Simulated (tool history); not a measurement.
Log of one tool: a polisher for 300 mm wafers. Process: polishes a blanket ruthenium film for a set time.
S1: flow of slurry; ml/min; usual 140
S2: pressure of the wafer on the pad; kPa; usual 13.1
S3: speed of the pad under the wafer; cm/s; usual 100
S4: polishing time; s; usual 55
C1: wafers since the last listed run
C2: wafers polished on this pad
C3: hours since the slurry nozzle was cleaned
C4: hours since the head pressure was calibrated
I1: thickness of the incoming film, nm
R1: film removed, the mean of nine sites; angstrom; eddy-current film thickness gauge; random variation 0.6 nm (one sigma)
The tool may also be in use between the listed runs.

Run 1, hour 0: usual settings but S4 64 s; C1 0; C2 252; C3 575.4; C4 69; I1 459.2. Result: R1 559 angstrom.
Run 2, hour 16: usual settings but S4 64 s; C1 198; C2 451; C3 591.4; C4 85; I1 453.6. Result: R1 568 angstrom.
Run 3, hour 22.6: usual settings; C1 81; C2 533; C3 598; C4 91.6; I1 459.7. Result: R1 478 angstrom.
Run 4, hour 37.3: usual settings; C1 182; C2 715; C3 612.7; C4 106.3; I1 450.3. Result: R1 470 angstrom.
Run 5, hour 46.4: usual settings; C1 113; C2 829; C3 621.8; C4 115.4; I1 458.5. Result: R1 469 angstrom.
At hour 63.6: worn pad replaced by a new one.
Run 6, hour 64.1: usual settings; C1 170; C2 6; C3 639.5; C4 133.1; I1 469.7. Result: R1 482 angstrom.
Run 7, hour 70.8: usual settings; C1 83; C2 89; C3 646.2; C4 139.8; I1 459.5. Result: R1 477 angstrom.
Run 8, hour 86.3: usual settings; C1 192; C2 282; C3 661.7; C4 155.3; I1 462.3. Result: R1 466 angstrom.
Run 9, hour 100.1: usual settings; C1 171; C2 453; C3 675.5; C4 169.1; I1 468.8. Result: R1 465 angstrom.
Run 10, hour 112.9: usual settings; C1 159; C2 612; C3 688.3; C4 181.9; I1 460.7. Result: R1 473 angstrom.
Run 11, hour 130.3: usual settings but S1 175 ml/min, S3 126 cm/s; C1 216; C2 829; C3 705.7; C4 199.3; I1 459.2. Result: R1 606 angstrom.
At hour 160.1: worn pad replaced by a new one.
Run 12, hour 175.8: usual settings but S1 175 ml/min, S3 126 cm/s; C1 515; C2 195; C3 751.2; C4 244.8; I1 465.7. Result: R1 615 angstrom.
Run 13, hour 189.4: usual settings but S1 175 ml/min, S3 126 cm/s; C1 168; C2 364; C3 764.8; C4 258.4; I1 464. Result: R1 608 angstrom.
Run 14, hour 197.9: usual settings but S4 41 s; C1 105; C2 469; C3 773.3; C4 266.9; I1 459.1. Result: R1 353 angstrom.
Run 15, hour 207.4: usual settings but S2 11 kPa; C1 118; C2 587; C3 782.8; C4 276.4; I1 467.3. Result: R1 398 angstrom.
Run 16, hour 225.3: usual settings but S3 82 cm/s, S4 62 s; C1 222; C2 809; C3 800.7; C4 294.3; I1 452.9. Result: R1 431 angstrom.
Run 17, hour 236.9: usual settings but S1 165 ml/min, S2 9 kPa, S3 118 cm/s, S4 43 s; C1 144; C2 954; C3 812.3; C4 305.9; I1 462.9. Result: R1 306 angstrom.
At hour 258.4: worn pad replaced by a new one.
At hour 261: head pressure recalibrated.
Run 18, hour 273.1: usual settings but S1 90 ml/min; C1 375; C2 158; C3 848.5; C4 12.1; I1 464.2. Result: R1 417 angstrom.
Run 19, hour 289: usual settings; C1 197; C2 355; C3 864.4; C4 28; I1 459.5. Result: R1 460 angstrom.
Run 20, hour 306.2: usual settings but S1 180 ml/min, S2 16.5 kPa, S4 40 s; C1 213; C2 569; C3 881.6; C4 45.2; I1 458.8. Result: R1 446 angstrom.
Run 21, hour 314.8: usual settings; C1 106; C2 676; C3 890.2; C4 53.8; I1 464.5. Result: R1 462 angstrom.

Forecast run 22:
At hour 319.4: slurry nozzle cleaned.
Run 22, hour 323: usual settings but S3 134 cm/s; C1 89; C2 765; C3 3.6; C4 62; I1 464.1. Result: R1 ?.

{"run 22": {"R1": 589}}
Without the tool's hidden state the same run would have given R1 670 angstrom.

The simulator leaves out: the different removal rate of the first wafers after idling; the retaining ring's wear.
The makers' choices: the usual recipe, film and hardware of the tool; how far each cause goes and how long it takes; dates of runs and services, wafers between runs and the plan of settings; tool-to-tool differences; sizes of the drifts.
